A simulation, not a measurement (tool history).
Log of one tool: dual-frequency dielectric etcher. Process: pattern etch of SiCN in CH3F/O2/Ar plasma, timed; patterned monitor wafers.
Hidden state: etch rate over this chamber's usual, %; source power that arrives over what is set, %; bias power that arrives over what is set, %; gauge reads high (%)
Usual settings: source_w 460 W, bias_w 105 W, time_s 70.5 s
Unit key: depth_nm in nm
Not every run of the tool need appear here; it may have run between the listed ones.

run,hour,source_w,bias_w,time_s,wafers since the last listed run,hours since the last wet clean,hours since the last source power generator calibration,hours since the last bias power generator calibration,hours since the last upper electrode change,hours since the gauge calibration,"read-back reference wafer on the same gauge, depth_nm",depth_nm
1,0,460,105,77.5,0,146.4,4199.2,1515.4,2463.2,550.2,32.4,35.79
2,45.5,460,105,55.5,588,191.9,4244.7,1560.9,2508.7,595.7,32.42,25.41
3,115.6,460,105,70.5,906,262,4314.8,1631,2578.8,665.8,32.36,31.87
4,146.7,460,105,70.5,402,293.1,4345.9,1662.1,2609.9,696.9,32.38,31.87
5,202.2,460,120,70.5,717,348.6,4401.4,1717.6,2665.4,752.4,32.37,33.92
6,244.3,460,120,70.5,544,390.7,4443.5,1759.7,2707.5,794.5,32.4,33.4
7,273.1,460,120,70.5,372,419.5,4472.3,1788.5,2736.3,823.3,32.44,32.91
# hour 300.5: wet clean of the chamber
8,340.2,460,105,70.5,557,39.7,4539.4,1855.6,2803.4,890.4,32.38,32.17
9,373.8,460,105,70.5,434,73.3,4573,1889.2,2837,924,32.38,31.72
# hour 419.5: upper electrode replaced
10,420,460,105,70.5,287,119.5,4619.2,1935.4,0.5,970.2,32.42,31.79
11,448.7,460,88,70.5,371,148.2,4647.9,1964.1,29.2,998.9,32.46,29.66
# hour 457.1: bias power generator calibrated
# hour 477.9: source power generator calibrated
12,503.1,460,88,70.5,599,202.6,25.2,46,83.6,1053.3,32.37,29.54
13,538.2,460,105,70.5,453,237.7,60.3,81.1,118.7,1088.4,32.36,32.01
14,566.4,460,120,70.5,364,265.9,88.5,109.3,146.9,1116.6,32.38,32.96
15,592.9,570,121,55,342,292.4,115,135.8,173.4,1143.1,32.41,27.92
16,649.3,460,84,70.5,729,348.8,171.4,192.2,229.8,1199.5,32.37,28.72
# hour 661.5: gauge calibrated
# hour 689.7: wet clean of the chamber
17,716.6,460,105,70.5,559,26.9,238.7,259.5,297.1,55.1,32.37,32.46
18,780.1,460,105,70.5,821,90.4,302.2,323,360.6,118.6,32.44,32.08
19,837.8,550,125,80,746,148.1,359.9,380.7,418.3,176.3,32.4,42.55
20,900.5,420,116,51,810,210.8,422.6,443.4,481,239,32.41,23.56
21,948.5,530,114,70.5,620,258.8,470.6,491.4,529,287,32.36,34.99
22,974,460,105,70.5,329,284.3,496.1,516.9,554.5,312.5,32.34,31.72
23,1023.1,540,97,70.5,634,333.4,545.2,566,603.6,361.6,32.43,32.76
24,1081.9,560,105,76.5,760,392.2,604,624.8,662.4,420.4,32.4,36.39

Below, each run's measurement less what the same run would have read without the hidden state. Both values contain the same run-to-run variation, but the gauge's scatter may not be the same in both:
run,depth_nm
1,-0.43
2,-0.45
3,-0.83
4,-0.95
5,-1.24
6,-1.4
7,-1.5
8,-0.51
9,-0.63
10,-0.81
11,-0.87
12,-1.06
13,-1.29
14,-1.44
15,-1.32
16,-1.57
17,-0.11
18,-0.35
19,-0.75
20,-0.6
21,-1.09
22,-1.09
23,-1.33
24,-1.75
